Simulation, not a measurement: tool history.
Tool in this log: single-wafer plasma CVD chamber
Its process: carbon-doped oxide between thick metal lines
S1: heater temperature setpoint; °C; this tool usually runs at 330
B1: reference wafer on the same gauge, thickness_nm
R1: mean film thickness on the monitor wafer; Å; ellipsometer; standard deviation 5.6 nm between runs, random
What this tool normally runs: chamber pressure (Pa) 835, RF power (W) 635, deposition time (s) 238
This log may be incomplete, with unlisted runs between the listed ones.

{"run": 1, "hour": 0.0, "S1": 330, "chamber pressure (Pa)": 835, "RF power (W)": 635, "deposition time (s)": 238, "B1": 1529.57, "R1": 14237.04}
{"run": 2, "hour": 6.9, "S1": 330, "chamber pressure (Pa)": 835, "RF power (W)": 635, "deposition time (s)": 238, "B1": 1530.429, "R1": 14299.77}
{"run": 3, "hour": 24.0, "S1": 330, "chamber pressure (Pa)": 835, "RF power (W)": 635, "deposition time (s)": 264, "B1": 1530.663, "R1": 15776.97}
{"run": 4, "hour": 76.0, "S1": 330, "chamber pressure (Pa)": 835, "RF power (W)": 635, "deposition time (s)": 238, "B1": 1531.112, "R1": 14222.52}
{"run": 5, "hour": 83.4, "S1": 330, "chamber pressure (Pa)": 835, "RF power (W)": 635, "deposition time (s)": 238, "B1": 1527.518, "R1": 14188.13}
{"run": 6, "hour": 95.4, "S1": 330, "chamber pressure (Pa)": 835, "RF power (W)": 635, "deposition time (s)": 238, "B1": 1529.389, "R1": 14253.48}
{"run": 7, "hour": 109.5, "S1": 330, "chamber pressure (Pa)": 761, "RF power (W)": 565, "deposition time (s)": 209, "B1": 1530.769, "R1": 11746.97}
{"run": 8, "hour": 127.0, "S1": 330, "chamber pressure (Pa)": 835, "RF power (W)": 675, "deposition time (s)": 238, "B1": 1529.34, "R1": 14765.66}
{"run": 9, "hour": 148.2, "S1": 330, "chamber pressure (Pa)": 899, "RF power (W)": 635, "deposition time (s)": 238, "B1": 1529.819, "R1": 14259.23}
{"run": 10, "hour": 156.0, "S1": 330, "chamber pressure (Pa)": 744, "RF power (W)": 520, "deposition time (s)": 238, "B1": 1529.703, "R1": 12699.73}
{"run": 11, "hour": 165.8, "S1": 330, "chamber pressure (Pa)": 835, "RF power (W)": 635, "deposition time (s)": 238, "B1": 1530.76, "R1": 14219.2}
{"run": 12, "hour": 174.4, "S1": 330, "chamber pressure (Pa)": 683, "RF power (W)": 635, "deposition time (s)": 238, "B1": 1528.93, "R1": 13956.5}
{"run": 13, "hour": 188.2, "S1": 344, "chamber pressure (Pa)": 649, "RF power (W)": 635, "deposition time (s)": 254, "B1": 1530.359, "R1": 14377.21}
{"run": 14, "hour": 196.0, "S1": 330, "chamber pressure (Pa)": 941, "RF power (W)": 635, "deposition time (s)": 250, "B1": 1529.397, "R1": 15146.0}
{"run": 15, "hour": 211.5, "S1": 330, "chamber pressure (Pa)": 835, "RF power (W)": 635, "deposition time (s)": 238, "B1": 1528.821, "R1": 14321.27}
{"run": 16, "hour": 214.7, "S1": 324, "chamber pressure (Pa)": 741, "RF power (W)": 725, "deposition time (s)": 207, "B1": 1530.115, "R1": 13429.42}
{"run": 17, "hour": 232.6, "S1": 330, "chamber pressure (Pa)": 835, "RF power (W)": 715, "deposition time (s)": 261, "B1": 1531.321, "R1": 16700.81}
{"run": 18, "hour": 240.7, "S1": 335, "chamber pressure (Pa)": 1025, "RF power (W)": 635, "deposition time (s)": 238, "B1": 1530.194, "R1": 14176.44}
{"run": 19, "hour": 271.9, "S1": 323, "chamber pressure (Pa)": 743, "RF power (W)": 740, "deposition time (s)": 197, "B1": 1529.811, "R1": 12899.79}
{"run": 20, "hour": 287.9, "S1": 319, "chamber pressure (Pa)": 1001, "RF power (W)": 710, "deposition time (s)": 199, "B1": 1530.119, "R1": 13220.58}
{"run": 21, "hour": 314.5, "S1": 330, "chamber pressure (Pa)": 835, "RF power (W)": 635, "deposition time (s)": 238, "B1": 1532.002, "R1": 14241.84}
{"run": 22, "hour": 325.1, "S1": 335, "chamber pressure (Pa)": 835, "RF power (W)": 635, "deposition time (s)": 199, "B1": 1532.142, "R1": 11747.78}
{"run": 23, "hour": 332.2, "S1": 330, "chamber pressure (Pa)": 835, "RF power (W)": 635, "deposition time (s)": 204, "B1": 1532.266, "R1": 12274.97}
{"run": 24, "hour": 340.6, "S1": 319, "chamber pressure (Pa)": 835, "RF power (W)": 635, "deposition time (s)": 238, "B1": 1529.377, "R1": 14793.55}
{"run": 25, "hour": 348.1, "S1": 330, "chamber pressure (Pa)": 835, "RF power (W)": 540, "deposition time (s)": 261, "B1": 1529.833, "R1": 14376.67}
{"run": 26, "hour": 360.8, "S1": 330, "chamber pressure (Pa)": 1039, "RF power (W)": 635, "deposition time (s)": 238, "B1": 1529.553, "R1": 14399.6}
{"run": 27, "hour": 371.8, "S1": 330, "chamber pressure (Pa)": 835, "RF power (W)": 635, "deposition time (s)": 272, "B1": 1530.639, "R1": 16196.74}
{"run": 28, "hour": 385.6, "S1": 342, "chamber pressure (Pa)": 767, "RF power (W)": 635, "deposition time (s)": 238, "B1": 1529.536, "R1": 13754.47}

Not shown: 5 entries that the log had between the listed runs. Between which runs, and how does the tool's hidden state differ before and after?
In the gap between runs 3 and 4: gauge calibrated (hour 73.3); thermocouple changed; heater temperature recalibrated (hour 75.5)
  nothing in the hidden state changes from one run to the other
In the gap between runs 8 and 9: capacitance manometer re-zeroed and calibrated (hour 147.7)
  nothing in the hidden state changes from one run to the other
In the gap between runs 14 and 15: showerhead replaced (hour 211.0)
  nothing in the hidden state changes from one run to the other
In the gap between runs 16 and 17: RF generator calibrated (hour 232.1)
  nothing in the hidden state changes from one run to the other

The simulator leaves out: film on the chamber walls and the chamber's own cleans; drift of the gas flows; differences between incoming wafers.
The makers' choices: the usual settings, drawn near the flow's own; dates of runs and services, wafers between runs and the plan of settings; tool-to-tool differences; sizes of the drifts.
